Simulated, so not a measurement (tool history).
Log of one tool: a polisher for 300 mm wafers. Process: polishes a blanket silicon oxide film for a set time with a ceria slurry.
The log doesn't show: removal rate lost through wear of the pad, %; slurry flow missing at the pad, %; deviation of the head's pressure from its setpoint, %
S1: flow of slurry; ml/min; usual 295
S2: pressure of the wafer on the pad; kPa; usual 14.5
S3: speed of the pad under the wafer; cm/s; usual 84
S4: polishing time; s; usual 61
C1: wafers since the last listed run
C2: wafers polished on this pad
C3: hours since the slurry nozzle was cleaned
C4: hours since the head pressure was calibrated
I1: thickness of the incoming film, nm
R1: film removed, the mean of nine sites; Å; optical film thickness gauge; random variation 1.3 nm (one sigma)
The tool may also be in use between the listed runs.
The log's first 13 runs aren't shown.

{"run": 14, "hour": 996.6, "S1": 295, "S2": 14.5, "S3": 84, "S4": 61, "C1": 723, "C2": 5376, "C3": 518.1, "C4": 491.6, "I1": 1064.5, "R1": 1102}
{"hour": 1012.3, "done": "worn pad replaced by a new one, repeated, since the last time left the tool worse"}
{"hour": 1035.7, "done": "slurry nozzle cleaned"}
{"run": 15, "hour": 1036.6, "S1": 295, "S2": 14.5, "S3": 84, "S4": 61, "C1": 257, "C2": 171, "C3": 0.9, "C4": 531.6, "I1": 1053.1, "R1": 1284}
{"run": 16, "hour": 1076.5, "S1": 295, "S2": 17.9, "S3": 84, "S4": 61, "C1": 293, "C2": 465, "C3": 40.8, "C4": 571.5, "I1": 1084.6, "R1": 1572}
{"run": 17, "hour": 1147.3, "S1": 235, "S2": 14.5, "S3": 84, "S4": 61, "C1": 521, "C2": 987, "C3": 111.6, "C4": 642.3, "I1": 1056.8, "R1": 1291}
{"hour": 1229.3, "done": "head pressure recalibrated"}
{"run": 18, "hour": 1236.2, "S1": 295, "S2": 11.7, "S3": 84, "S4": 61, "C1": 640, "C2": 1627, "C3": 200.5, "C4": 6.9, "I1": 1064.7, "R1": 1078}
{"run": 19, "hour": 1314.9, "S1": 295, "S2": 14.5, "S3": 84, "S4": 61, "C1": 579, "C2": 2206, "C3": 279.2, "C4": 85.6, "I1": 1076.4, "R1": 1276}
{"run": 20, "hour": 1371.9, "S1": 255, "S2": 16.5, "S3": 84, "S4": 61, "C1": 419, "C2": 2626, "C3": 336.2, "C4": 142.6, "I1": 1064.7, "R1": 1427}
{"run": 21, "hour": 1440.3, "S1": 295, "S2": 14.5, "S3": 66, "S4": 61, "C1": 503, "C2": 3130, "C3": 404.6, "C4": 211.0, "I1": 1059.5, "R1": 998}
{"run": 22, "hour": 1506.0, "S1": 295, "S2": 11.0, "S3": 84, "S4": 61, "C1": 483, "C2": 3614, "C3": 470.3, "C4": 276.7, "I1": 1056.3, "R1": 986}
{"run": 23, "hour": 1559.3, "S1": 370, "S2": 14.5, "S3": 110, "S4": 73, "C1": 392, "C2": 4006, "C3": 523.6, "C4": 330.0, "I1": 1066.4, "R1": 1988}
{"hour": 1603.3, "done": "slurry nozzle cleaned"}
{"run": 24, "hour": 1636.2, "S1": 295, "S2": 14.5, "S3": 108, "S4": 61, "C1": 559, "C2": 4565, "C3": 32.9, "C4": 406.9, "I1": 1086.6, "R1": 1592}
{"hour": 1661.0, "done": "worn pad replaced by a new one"}
{"run": 25, "hour": 1723.4, "S1": 295, "S2": 14.5, "S3": 64, "S4": 61, "C1": 612, "C2": 459, "C3": 120.1, "C4": 494.1, "I1": 1081.6, "R1": 989}
{"run": 26, "hour": 1811.6, "S1": 295, "S2": 14.5, "S3": 110, "S4": 61, "C1": 649, "C2": 1109, "C3": 208.3, "C4": 582.3, "I1": 1069.9, "R1": 1685}
{"hour": 1886.7, "done": "head pressure recalibrated"}
{"run": 27, "hour": 1908.5, "S1": 295, "S2": 14.5, "S3": 64, "S4": 42, "C1": 698, "C2": 1808, "C3": 305.2, "C4": 21.8, "I1": 1084.9, "R1": 679}
{"run": 28, "hour": 2000.4, "S1": 295, "S2": 14.5, "S3": 84, "S4": 74, "C1": 676, "C2": 2485, "C3": 397.1, "C4": 113.7, "I1": 1058.9, "R1": 1576}
{"run": 29, "hour": 2102.2, "S1": 295, "S2": 11.0, "S3": 84, "S4": 49, "C1": 749, "C2": 3235, "C3": 498.9, "C4": 215.5, "I1": 1071.4, "R1": 791}
{"run": 30, "hour": 2170.0, "S1": 295, "S2": 14.5, "S3": 84, "S4": 61, "C1": 499, "C2": 3734, "C3": 566.7, "C4": 283.3, "I1": 1062.4, "R1": 1252}
{"hour": 2216.7, "done": "slurry nozzle cleaned"}
{"hour": 2381.4, "done": "worn pad replaced by a new one"}
{"run": 31, "hour": 2430.6, "S1": 295, "S2": 14.5, "S3": 84, "S4": 61, "C1": 1882, "C2": 362, "C3": 213.9, "C4": 543.9, "I1": 1058.1, "R1": 1312}
{"run": 32, "hour": 2468.1, "S1": 295, "S2": 14.5, "S3": 84, "S4": 61, "C1": 276, "C2": 638, "C3": 251.4, "C4": 581.4, "I1": 1083.4, "R1": 1302}
{"hour": 2495.9, "done": "head pressure recalibrated"}
{"run": 33, "hour": 2508.9, "S1": 200, "S2": 14.5, "S3": 84, "S4": 61, "C1": 285, "C2": 924, "C3": 292.2, "C4": 13.0, "I1": 1055.3, "R1": 1289}
{"run": 34, "hour": 2600.2, "S1": 295, "S2": 14.5, "S3": 84, "S4": 61, "C1": 672, "C2": 1596, "C3": 383.5, "C4": 104.3, "I1": 1091.8, "R1": 1283}
{"run": 35, "hour": 2687.3, "S1": 295, "S2": 14.5, "S3": 84, "S4": 61, "C1": 641, "C2": 2238, "C3": 470.6, "C4": 191.4, "I1": 1086.3, "R1": 1278}
{"run": 36, "hour": 2735.4, "S1": 295, "S2": 18.6, "S3": 54, "S4": 81, "C1": 354, "C2": 2592, "C3": 518.7, "C4": 239.5, "I1": 1077.9, "R1": 1399}

Forecast each of these 4 alternatives for the next run:
{"run": "A", "hour": 2735.8, "S1": 295, "S2": 14.5, "S3": 84, "S4": 61, "C1": 2, "C2": 2595, "C3": 519.1, "C4": 239.9, "I1": 1074.9, "R1": "?"}
{"run": "B", "hour": 2735.8, "S1": 215, "S2": 17.9, "S3": 96, "S4": 50, "C1": 2, "C2": 2595, "C3": 519.1, "C4": 239.9, "I1": 1074.9, "R1": "?"}
{"run": "C", "hour": 2735.8, "S1": 295, "S2": 14.5, "S3": 84, "S4": 80, "C1": 2, "C2": 2595, "C3": 519.1, "C4": 239.9, "I1": 1074.9, "R1": "?"}
{"run": "D", "hour": 2735.8, "S1": 250, "S2": 14.5, "S3": 84, "S4": 61, "C1": 2, "C2": 2595, "C3": 519.1, "C4": 239.9, "I1": 1074.9, "R1": "?"}

run=A R1=1269
run=B R1=1428
run=C R1=1664
run=D R1=1257
Without the tool's hidden state the same runs would have given:
run=A R1=1294
run=B R1=1456
run=C R1=1697
run=D R1=1282
